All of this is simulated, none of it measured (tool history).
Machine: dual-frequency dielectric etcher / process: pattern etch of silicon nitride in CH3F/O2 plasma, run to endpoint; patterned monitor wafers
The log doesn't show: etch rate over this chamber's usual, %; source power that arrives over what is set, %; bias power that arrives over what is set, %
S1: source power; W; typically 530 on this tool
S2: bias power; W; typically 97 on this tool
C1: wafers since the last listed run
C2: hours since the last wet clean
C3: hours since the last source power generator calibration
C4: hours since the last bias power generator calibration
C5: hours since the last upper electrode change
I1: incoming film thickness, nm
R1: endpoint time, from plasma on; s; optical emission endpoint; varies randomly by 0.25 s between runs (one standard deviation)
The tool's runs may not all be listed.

run,hour,S1,S2,C1,C2,C3,C4,C5,I1,R1
1,0.0,630,78,0,317.1,1821.4,3897.3,510.4,77.2,67.7
2,107.0,630,78,636,424.1,1928.4,4004.3,617.4,76.8,67.3
3,169.1,530,97,369,486.2,1990.5,4066.4,679.5,77.4,68.1
4,272.9,530,97,617,590.0,2094.3,4170.2,783.3,76.1,67.5
# hour 396.3: wet clean of the chamber
5,543.4,530,97,1465,147.1,2364.8,4440.7,1053.8,76.6,66.7
6,610.6,530,97,399,214.3,2432.0,4507.9,1121.0,77.7,67.4
7,684.3,530,114,438,288.0,2505.7,4581.6,1194.7,77.2,63.7
8,726.4,530,97,250,330.1,2547.8,4623.7,1236.8,77.0,67.5
9,771.1,530,97,265,374.8,2592.5,4668.4,1281.5,77.2,67.4
# hour 850.6: bias power generator calibrated
10,868.7,530,97,556,472.4,2690.1,18.1,1379.1,76.5,68.6
11,927.6,570,97,350,531.3,2749.0,77.0,1438.0,76.6,66.2
12,1022.9,570,97,566,626.6,2844.3,172.3,1533.3,76.9,66.6
13,1117.7,570,97,563,721.4,2939.1,267.1,1628.1,77.1,67.2
# hour 1238.8: wet clean of the chamber
14,1239.3,590,97,580,0.5,3060.7,388.7,1749.7,76.4,63.5
15,1277.6,660,84,227,38.8,3099.0,427.0,1788.0,77.1,64.2
16,1315.5,530,89,225,76.7,3136.9,464.9,1825.9,76.8,69.6
17,1395.6,460,110,476,156.8,3217.0,545.0,1906.0,76.6,68.3
18,1446.9,570,97,304,208.1,3268.3,596.3,1957.3,76.5,64.6
19,1524.5,640,108,461,285.7,3345.9,673.9,2034.9,77.0,60.0
20,1571.3,640,108,278,332.5,3392.7,720.7,2081.7,77.0,59.8
21,1679.1,450,117,640,440.3,3500.5,828.5,2189.5,77.1,68.8
22,1780.6,530,97,603,541.8,3602.0,930.0,2291.0,77.1,68.2
# hour 1875.9: source power generator calibrated
23,1876.4,630,97,545,637.6,0.5,1025.8,2386.8,76.7,62.8
# hour 1920.2: upper electrode replaced
# hour 1934.0: wet clean of the chamber
24,1934.4,530,97,119,0.4,58.5,1083.8,14.2,77.1,66.5
25,2030.0,590,84,568,96.0,154.1,1179.4,109.8,76.6,67.0
26,2079.3,620,88,293,145.3,203.4,1228.7,159.1,77.0,64.8
27,2123.5,530,97,262,189.5,247.6,1272.9,203.3,76.7,67.2
28,2160.6,570,97,220,226.6,284.7,1310.0,240.4,76.6,64.6
29,2401.9,530,97,1434,467.9,526.0,1551.3,481.7,77.3,68.1
30,2447.1,450,90,268,513.1,571.2,1596.5,526.9,76.8,75.6
31,2526.1,430,103,469,592.1,650.2,1675.5,605.9,76.1,72.2
32,2610.0,430,103,498,676.0,734.1,1759.4,689.8,77.3,73.9
33,2658.5,420,103,288,724.5,782.6,1807.9,738.3,77.5,75.1
34,2712.1,530,97,318,778.1,836.2,1861.5,791.9,77.1,68.7
# hour 2745.5: wet clean of the chamber
35,2979.0,410,97,1443,233.5,1103.1,2128.4,1058.8,76.8,76.3

Entry by entry between the runs, the difference in hidden state between the last listed run before and the first listed run after:
Run 4 -> run 5: wet clean of the chamber (hour 396.3)
  etch rate over this chamber's usual, %: -2.31 -> -0.368; bias power that arrives over what is set, %: 5.04 -> 5.11
  the result without the hidden state subtracted from the measured one, R1: +0.4 -> -0.9 s
Run 9 -> run 10: bias power generator calibrated (hour 850.6)
  etch rate over this chamber's usual, %: -1.23 -> -1.6; bias power that arrives over what is set, %: 5.15 -> 0.568
  the result without the hidden state subtracted from the measured one, R1: -0.5 -> +1.0 s
Run 13 -> run 14: wet clean of the chamber (hour 1238.8)
  etch rate over this chamber's usual, %: -2.54 -> 0.151; bias power that arrives over what is set, %: 1.3 -> 1.62
  the result without the hidden state subtracted from the measured one, R1: +1.4 -> -0.4 s
Run 22 -> run 23: source power generator calibrated (hour 1875.9)
  etch rate over this chamber's usual, %: -1.9 -> -2.26; bias power that arrives over what is set, %: 2.78 -> 2.95
  the result without the hidden state subtracted from the measured one, R1: +0.6 -> +0.8 s
Run 23 -> run 24: upper electrode replaced (hour 1920.2); wet clean of the chamber (hour 1934.0)
  etch rate over this chamber's usual, %: -2.26 -> 0.304; bias power that arrives over what is set, %: 2.95 -> 3.04
  the result without the hidden state subtracted from the measured one, R1: +0.8 -> -1.0 s
Run 34 -> run 35: wet clean of the chamber (hour 2745.5)
  etch rate over this chamber's usual, %: -2.64 -> -1.1; bias power that arrives over what is set, %: 4.07 -> 4.32
  the result without the hidden state subtracted from the measured one, R1: +0.9 -> -0.4 s
